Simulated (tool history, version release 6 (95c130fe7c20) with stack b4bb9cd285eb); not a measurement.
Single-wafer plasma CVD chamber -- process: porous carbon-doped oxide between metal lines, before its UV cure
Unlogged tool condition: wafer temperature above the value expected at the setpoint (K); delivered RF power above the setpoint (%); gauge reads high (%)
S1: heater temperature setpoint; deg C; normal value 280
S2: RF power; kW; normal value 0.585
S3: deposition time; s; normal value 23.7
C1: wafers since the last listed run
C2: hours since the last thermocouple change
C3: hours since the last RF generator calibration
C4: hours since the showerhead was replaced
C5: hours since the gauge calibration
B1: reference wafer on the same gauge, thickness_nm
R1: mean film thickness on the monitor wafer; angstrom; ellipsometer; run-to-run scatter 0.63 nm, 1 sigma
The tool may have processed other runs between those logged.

run 1 hour=0 | S1=280 S2=0.585 S3=23.7 | C1=0 C2=835.3 C3=1699.1 C4=3244.3 C5=133 | B1=180.128 | R1=1576.69
-- hour=29.6 thermocouple changed; heater temperature recalibrated
run 2 hour=67.9 | S1=280 S2=0.585 S3=23.7 | C1=1119 C2=38.3 C3=1767 C4=3312.2 C5=200.9 | B1=179.687 | R1=1584.26
run 3 hour=148.9 | S1=280 S2=0.585 S3=23.7 | C1=1513 C2=119.3 C3=1848 C4=3393.2 C5=281.9 | B1=180.251 | R1=1577.04
run 4 hour=186.5 | S1=280 S2=0.585 S3=21.1 | C1=702 C2=156.9 C3=1885.6 C4=3430.8 C5=319.5 | B1=180.514 | R1=1415.65
run 5 hour=270.9 | S1=280 S2=0.585 S3=23.7 | C1=1577 C2=241.3 C3=1970 C4=3515.2 C5=403.9 | B1=179.571 | R1=1580.17
run 6 hour=367.2 | S1=280 S2=0.585 S3=23.7 | C1=1799 C2=337.6 C3=2066.3 C4=3611.5 C5=500.2 | B1=180.155 | R1=1579.88
run 7 hour=413.4 | S1=280 S2=0.585 S3=23.7 | C1=863 C2=383.8 C3=2112.5 C4=3657.7 C5=546.4 | B1=180.051 | R1=1585.78
run 8 hour=463.2 | S1=280 S2=0.585 S3=23.7 | C1=930 C2=433.6 C3=2162.3 C4=3707.5 C5=596.2 | B1=180.514 | R1=1589.84
-- hour=530.4 RF generator calibrated
run 9 hour=530.9 | S1=280 S2=0.585 S3=23.7 | C1=1115 C2=501.3 C3=0.5 C4=3775.2 C5=663.9 | B1=179.967 | R1=1593.61
run 10 hour=632.5 | S1=280 S2=0.585 S3=23.7 | C1=1898 C2=602.9 C3=102.1 C4=3876.8 C5=765.5 | B1=179.887 | R1=1586.46
-- hour=666.2 showerhead replaced
run 11 hour=724.4 | S1=280 S2=0.585 S3=23.7 | C1=1567 C2=694.8 C3=194 C4=58.2 C5=857.4 | B1=180.041 | R1=1589.61
run 12 hour=829.3 | S1=273 S2=0.495 S3=21.1 | C1=1960 C2=799.7 C3=298.9 C4=163.1 C5=962.3 | B1=179.77 | R1=1361.84
run 13 hour=919 | S1=290 S2=0.49 S3=27.7 | C1=1676 C2=889.4 C3=388.6 C4=252.8 C5=1052 | B1=180.213 | R1=1560.6
run 14 hour=963.5 | S1=280 S2=0.585 S3=23.7 | C1=831 C2=933.9 C3=433.1 C4=297.3 C5=1096.5 | B1=180.139 | R1=1592.74
run 15 hour=1037.4 | S1=276 S2=0.53 S3=26.2 | C1=1380 C2=1007.8 C3=507 C4=371.2 C5=1170.4 | B1=179.931 | R1=1708.6
run 16 hour=1128 | S1=280 S2=0.54 S3=21.5 | C1=1692 C2=1098.4 C3=597.6 C4=461.8 C5=1261 | B1=180.2 | R1=1387.66
-- hour=1135.7 gauge calibrated
-- hour=1138.1 thermocouple changed; heater temperature recalibrated
run 17 hour=1217.5 | S1=280 S2=0.585 S3=20.4 | C1=1522 C2=79.4 C3=687.1 C4=551.3 C5=81.8 | B1=179.648 | R1=1373.56
run 18 hour=1287.2 | S1=280 S2=0.54 S3=25.5 | C1=1302 C2=149.1 C3=756.8 C4=621 C5=151.5 | B1=179.791 | R1=1628.8
run 19 hour=1334 | S1=269 S2=0.48 S3=26 | C1=874 C2=195.9 C3=803.6 C4=667.8 C5=198.3 | B1=179.797 | R1=1695.27
run 20 hour=1428.6 | S1=266 S2=0.66 S3=23.7 | C1=1767 C2=290.5 C3=898.2 C4=762.4 C5=292.9 | B1=180.126 | R1=1882.63

Consider 5 possible next runs. They are alternatives, not a sequence: every one starts from the tool as it was left by run 20. What does each give?
run A hour=1429 | S1=280 S2=0.585 S3=23.7 | C1=7 C2=290.9 C3=898.6 C4=762.8 C5=293.3 | B1=? | R1=?
run B hour=1429 | S1=280 S2=0.505 S3=23.7 | C1=7 C2=290.9 C3=898.6 C4=762.8 C5=293.3 | B1=? | R1=?
run C hour=1429 | S1=268 S2=0.535 S3=25.4 | C1=7 C2=290.9 C3=898.6 C4=762.8 C5=293.3 | B1=? | R1=?
run D hour=1429 | S1=275 S2=0.625 S3=19.9 | C1=7 C2=290.9 C3=898.6 C4=762.8 C5=293.3 | B1=? | R1=?
run E hour=1429 | S1=273 S2=0.585 S3=23.7 | C1=7 C2=290.9 C3=898.6 C4=762.8 C5=293.3 | B1=? | R1=?

run=A B1=180.123 R1=1587.79
run=B B1=180.123 R1=1468.91
run=C B1=180.123 R1=1771
run=D B1=180.123 R1=1441.43
run=E B1=180.123 R1=1671.87
The same runs, with their run-to-run variation unchanged, on a tool lacking any hidden condition would have given:
run=A R1=1587.79
run=B R1=1468.91
run=C R1=1771
run=D R1=1441.43
run=E R1=1671.87
